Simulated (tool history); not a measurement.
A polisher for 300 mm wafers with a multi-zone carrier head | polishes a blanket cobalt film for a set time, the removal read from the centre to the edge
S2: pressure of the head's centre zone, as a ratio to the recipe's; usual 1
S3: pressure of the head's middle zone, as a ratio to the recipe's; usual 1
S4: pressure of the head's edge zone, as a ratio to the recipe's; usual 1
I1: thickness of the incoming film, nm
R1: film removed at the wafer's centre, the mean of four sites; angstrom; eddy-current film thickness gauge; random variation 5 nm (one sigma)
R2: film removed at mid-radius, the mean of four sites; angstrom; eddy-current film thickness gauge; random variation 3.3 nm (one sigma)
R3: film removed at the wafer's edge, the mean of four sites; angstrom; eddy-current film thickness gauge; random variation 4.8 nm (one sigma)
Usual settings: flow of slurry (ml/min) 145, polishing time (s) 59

run 1 hour=0 | flow_of_slurry_(ml/min)=115 S2=1 S3=1 S4=1 polishing_time_(s)=59 | I1=1103.2 | R1=3699 R2=3663 R3=3841
run 2 hour=59.1 | flow_of_slurry_(ml/min)=115 S2=1 S3=1 S4=1 polishing_time_(s)=59 | I1=1102.6 | R1=3727 R2=3659 R3=3856
run 3 hour=94.4 | flow_of_slurry_(ml/min)=145 S2=1 S3=0.96 S4=1 polishing_time_(s)=59 | I1=1115.5 | R1=3888 R2=3681 R3=3959
-- hour=104 carrier head's membrane replaced by a new one
-- hour=111.3 worn pad replaced by a new one, of another model than before
run 4 hour=118.8 | flow_of_slurry_(ml/min)=145 S2=1 S3=0.96 S4=1 polishing_time_(s)=59 | I1=1121.1 | R1=3893 R2=3718 R3=3984
run 5 hour=187.6 | flow_of_slurry_(ml/min)=145 S2=1 S3=1 S4=1 polishing_time_(s)=59 | I1=1128.5 | R1=3913 R2=3853 R3=3999
run 6 hour=255.2 | flow_of_slurry_(ml/min)=110 S2=1 S3=1 S4=1 polishing_time_(s)=59 | I1=1111.4 | R1=3706 R2=3670 R3=3904
-- hour=297.1 edge zone pressure recalibrated
run 7 hour=299.1 | flow_of_slurry_(ml/min)=115 S2=1 S3=0.88 S4=0.92 polishing_time_(s)=77 | I1=1108.4 | R1=4857 R2=4255 R3=4851
-- hour=323.9 slurry nozzle cleaned
run 8 hour=330.7 | flow_of_slurry_(ml/min)=145 S2=1 S3=1 S4=1 polishing_time_(s)=59 | I1=1112.9 | R1=3894 R2=3935 R3=3992
run 9 hour=384.3 | flow_of_slurry_(ml/min)=145 S2=1.03 S3=1 S4=0.9 polishing_time_(s)=69 | I1=1095.8 | R1=4815 R2=4510 R3=4469
-- hour=444.2 worn pad replaced by a new one
run 10 hour=446.5 | flow_of_slurry_(ml/min)=165 S2=1.09 S3=1 S4=1.07 polishing_time_(s)=49 | I1=1123.7 | R1=3660 R2=3316 R3=3537
-- hour=474.4 centre zone pressure recalibrated
run 11 hour=518.2 | flow_of_slurry_(ml/min)=145 S2=1 S3=1 S4=1 polishing_time_(s)=59 | I1=1093.5 | R1=4010 R2=3906 R3=3972
run 12 hour=580.1 | flow_of_slurry_(ml/min)=145 S2=0.94 S3=0.96 S4=1 polishing_time_(s)=59 | I1=1113.2 | R1=3679 R2=3710 R3=4014
run 13 hour=638.1 | flow_of_slurry_(ml/min)=145 S2=1 S3=1 S4=1 polishing_time_(s)=59 | I1=1103.6 | R1=3917 R2=3859 R3=3942
run 14 hour=794.6 | flow_of_slurry_(ml/min)=130 S2=1 S3=1.1 S4=1.08 polishing_time_(s)=59 | I1=1117.1 | R1=3831 R2=3999 R3=4182
-- hour=809.7 worn pad replaced by a new one
-- hour=824.5 carrier head's membrane replaced by a new one
run 15 hour=844.1 | flow_of_slurry_(ml/min)=145 S2=1 S3=1 S4=1 polishing_time_(s)=59 | I1=1111.8 | R1=3780 R2=3755 R3=3926
run 16 hour=885.3 | flow_of_slurry_(ml/min)=145 S2=1 S3=1 S4=1 polishing_time_(s)=66 | I1=1108.4 | R1=4227 R2=4177 R3=4353
-- hour=913.3 slurry nozzle cleaned
run 17 hour=934.9 | flow_of_slurry_(ml/min)=180 S2=1 S3=0.95 S4=1 polishing_time_(s)=72 | I1=1120.6 | R1=5056 R2=4615 R3=5130
run 18 hour=959 | flow_of_slurry_(ml/min)=170 S2=1 S3=1.07 S4=0.96 polishing_time_(s)=51 | I1=1116.6 | R1=3496 R2=3657 R3=3518
run 19 hour=1058.6 | flow_of_slurry_(ml/min)=145 S2=0.94 S3=0.96 S4=1 polishing_time_(s)=59 | I1=1108.7 | R1=3794 R2=3770 R3=4078
run 20 hour=1084.6 | flow_of_slurry_(ml/min)=190 S2=0.89 S3=1 S4=1 polishing_time_(s)=59 | I1=1093.7 | R1=3689 R2=4066 R3=4247

Forecast run 21:
run 21 hour=1140.8 | flow_of_slurry_(ml/min)=130 S2=1 S3=1.04 S4=1 polishing_time_(s)=59 | I1=1124.7 | R1=? R2=? R3=?

Run 21 gave R1 3909 angstrom, R2 3942 angstrom, R3 4036 angstrom.
Without the tool's hidden state the same run would have given R1 3949 angstrom, R2 3977 angstrom, R3 4061 angstrom.
